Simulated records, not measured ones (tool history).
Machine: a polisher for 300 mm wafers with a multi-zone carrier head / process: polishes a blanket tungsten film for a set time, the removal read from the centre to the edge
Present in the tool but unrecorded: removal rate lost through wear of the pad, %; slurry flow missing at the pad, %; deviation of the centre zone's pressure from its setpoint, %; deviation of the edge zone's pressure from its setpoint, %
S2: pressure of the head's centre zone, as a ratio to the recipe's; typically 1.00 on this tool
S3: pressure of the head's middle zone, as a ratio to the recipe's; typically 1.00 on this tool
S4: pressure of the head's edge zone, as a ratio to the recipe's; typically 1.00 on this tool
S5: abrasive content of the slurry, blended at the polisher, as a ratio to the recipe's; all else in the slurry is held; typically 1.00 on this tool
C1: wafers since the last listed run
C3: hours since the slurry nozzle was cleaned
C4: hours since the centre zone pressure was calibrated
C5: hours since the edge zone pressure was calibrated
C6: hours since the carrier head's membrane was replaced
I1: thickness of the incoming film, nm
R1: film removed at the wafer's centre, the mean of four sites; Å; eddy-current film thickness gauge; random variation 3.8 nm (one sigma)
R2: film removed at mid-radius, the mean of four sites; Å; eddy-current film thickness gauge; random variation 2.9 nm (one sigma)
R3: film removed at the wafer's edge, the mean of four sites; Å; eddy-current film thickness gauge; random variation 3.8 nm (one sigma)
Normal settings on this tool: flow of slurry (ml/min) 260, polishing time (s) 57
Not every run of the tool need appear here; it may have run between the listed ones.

Run 1, day 0.000: usual settings; C1 0; wafers polished on this pad 808; C3 381.6; C4 763.2; C5 1418.9; C6 816.9; I1 961.0. Result: R1 3378 Å, R2 3207 Å, R3 3220 Å.
Run 2, day 0.392: usual settings; C1 90; wafers polished on this pad 898; C3 391.0; C4 772.6; C5 1428.3; C6 826.3; I1 967.4. Result: R1 3283 Å, R2 3255 Å, R3 3193 Å.
Run 3, day 1.125: usual settings; C1 169; wafers polished on this pad 1068; C3 408.6; C4 790.2; C5 1445.9; C6 843.9; I1 980.3. Result: R1 3287 Å, R2 3162 Å, R3 3176 Å.
Run 4, day 1.783: usual settings; C1 152; wafers polished on this pad 1220; C3 424.4; C4 806.0; C5 1461.7; C6 859.7; I1 975.4. Result: R1 3314 Å, R2 3199 Å, R3 3170 Å.
At day 2.158: worn pad replaced by a new one, of another model than before.
At day 2.567: slurry nozzle cleaned.
Run 5, day 2.667: usual settings; C1 156; wafers polished on this pad 108; C3 2.4; C4 827.2; C5 1482.9; C6 880.9; I1 973.5. Result: R1 3412 Å, R2 3342 Å, R3 3249 Å.
Run 6, day 3.058: usual settings but S2 1.09; C1 90; wafers polished on this pad 198; C3 11.8; C4 836.6; C5 1492.3; C6 890.3; I1 978.6. Result: R1 3675 Å, R2 3328 Å, R3 3235 Å.
Run 7, day 3.379: usual settings but S2 1.09; C1 74; wafers polished on this pad 272; C3 19.5; C4 844.3; C5 1500.0; C6 898.0; I1 985.4. Result: R1 3656 Å, R2 3325 Å, R3 3283 Å.
Run 8, day 3.717: usual settings but S2 1.09; C1 78; wafers polished on this pad 350; C3 27.6; C4 852.4; C5 1508.1; C6 906.1; I1 993.8. Result: R1 3665 Å, R2 3276 Å, R3 3299 Å.
At day 3.900: centre zone pressure recalibrated.
Run 9, day 4.142: usual settings; C1 79; wafers polished on this pad 429; C3 37.8; C4 5.8; C5 1518.3; C6 916.3; I1 992.3. Result: R1 3276 Å, R2 3272 Å, R3 3198 Å.
Run 10, day 4.646: usual settings; C1 116; wafers polished on this pad 546; C3 49.9; C4 17.9; C5 1530.4; C6 928.4; I1 984.2. Result: R1 3266 Å, R2 3244 Å, R3 3177 Å.
At day 5.192: edge zone pressure recalibrated.
Run 11, day 5.208: usual settings but flow of slurry (ml/min) 230; C1 110; wafers polished on this pad 657; C3 63.4; C4 31.4; C5 0.4; C6 941.9; I1 984.0. Result: R1 3254 Å, R2 3291 Å, R3 3202 Å.
Run 12, day 5.604: usual settings but S4 1.04, polishing time (s) 68; C1 91; wafers polished on this pad 748; C3 72.9; C4 40.9; C5 9.9; C6 951.4; I1 978.7. Result: R1 3984 Å, R2 3917 Å, R3 3889 Å.
Run 13, day 5.962: usual settings but S5 0.85; C1 82; wafers polished on this pad 831; C3 81.5; C4 49.5; C5 18.5; C6 960.0; I1 999.1. Result: R1 3268 Å, R2 3166 Å, R3 3055 Å.
Run 14, day 6.529: usual settings; C1 131; wafers polished on this pad 962; C3 95.1; C4 63.1; C5 32.1; C6 973.6; I1 984.4. Result: R1 3344 Å, R2 3188 Å, R3 3194 Å.
Run 15, day 6.838: usual settings but flow of slurry (ml/min) 325, S2 1.07, S3 0.90, polishing time (s) 63; C1 71; wafers polished on this pad 1033; C3 102.5; C4 70.5; C5 39.5; C6 981.0; I1 981.4. Result: R1 3882 Å, R2 3321 Å, R3 3596 Å.
At day 7.321: carrier head's membrane replaced by a new one.
Run 16, day 7.342: usual settings but S3 0.94, S5 1.10, polishing time (s) 73; C1 68; wafers polished on this pad 1102; C3 114.6; C4 82.6; C5 51.6; C6 0.5; I1 1002.3. Result: R1 4246 Å, R2 4016 Å, R3 4088 Å.
At day 7.729: worn pad replaced by a new one.
Run 17, day 7.858: usual settings; C1 80; wafers polished on this pad 29; C3 127.0; C4 95.0; C5 64.0; C6 12.9; I1 969.2. Result: R1 3398 Å, R2 3339 Å, R3 3250 Å.
Run 18, day 8.279: usual settings but flow of slurry (ml/min) 205, polishing time (s) 77; C1 97; wafers polished on this pad 127; C3 137.1; C4 105.1; C5 74.1; C6 23.0; I1 973.1. Result: R1 4506 Å, R2 4315 Å, R3 4362 Å.
Run 19, day 8.608: usual settings; C1 76; wafers polished on this pad 203; C3 145.0; C4 113.0; C5 82.0; C6 30.9; I1 973.5. Result: R1 3361 Å, R2 3326 Å, R3 3357 Å.
Run 20, day 9.146: usual settings but flow of slurry (ml/min) 210, S3 0.95, S4 1.08, S5 1.25; C1 124; wafers polished on this pad 327; C3 157.9; C4 125.9; C5 94.9; C6 43.8; I1 984.9. Result: R1 3520 Å, R2 3245 Å, R3 3580 Å.
Run 21, day 9.671: usual settings but flow of slurry (ml/min) 295; C1 121; wafers polished on this pad 449; C3 170.5; C4 138.5; C5 107.5; C6 56.4; I1 980.8. Result: R1 3391 Å, R2 3330 Å, R3 3261 Å.
Run 22, day 10.012: usual settings but flow of slurry (ml/min) 215, S3 1.08, polishing time (s) 49; C1 79; wafers polished on this pad 528; C3 178.7; C4 146.7; C5 115.7; C6 64.6; I1 990.8. Result: R1 2836 Å, R2 2931 Å, R3 2784 Å.
Run 23, day 10.446: usual settings but S5 0.90; C1 100; wafers polished on this pad 628; C3 189.1; C4 157.1; C5 126.1; C6 75.0; I1 988.0. Result: R1 3299 Å, R2 3162 Å, R3 3100 Å.

Alternative continuations, all from the tool just after run 23; predict every row:
Run A, day 10.462: usual settings; C1 3; wafers polished on this pad 632; C3 189.5; C4 157.5; C5 126.5; C6 75.4; I1 974.5. Result: R1 ?, R2 ?, R3 ?.
Run B, day 10.462: usual settings but S5 1.25, polishing time (s) 47; C1 3; wafers polished on this pad 632; C3 189.5; C4 157.5; C5 126.5; C6 75.4; I1 974.5. Result: R1 ?, R2 ?, R3 ?.
Run C, day 10.462: usual settings but flow of slurry (ml/min) 305, S2 1.08, S4 0.91, polishing time (s) 64; C1 3; wafers polished on this pad 632; C3 189.5; C4 157.5; C5 126.5; C6 75.4; I1 974.5. Result: R1 ?, R2 ?, R3 ?.

run    R1    R2    R3
  A  3288  3266  3296
  B  2849  2829  2855
  C  3992  3699  3564
Without the tool's unlogged condition, the same runs would have read:
run    R1    R2    R3
  A  3323  3300  3330
  B  2878  2859  2885
  C  4034  3737  3601
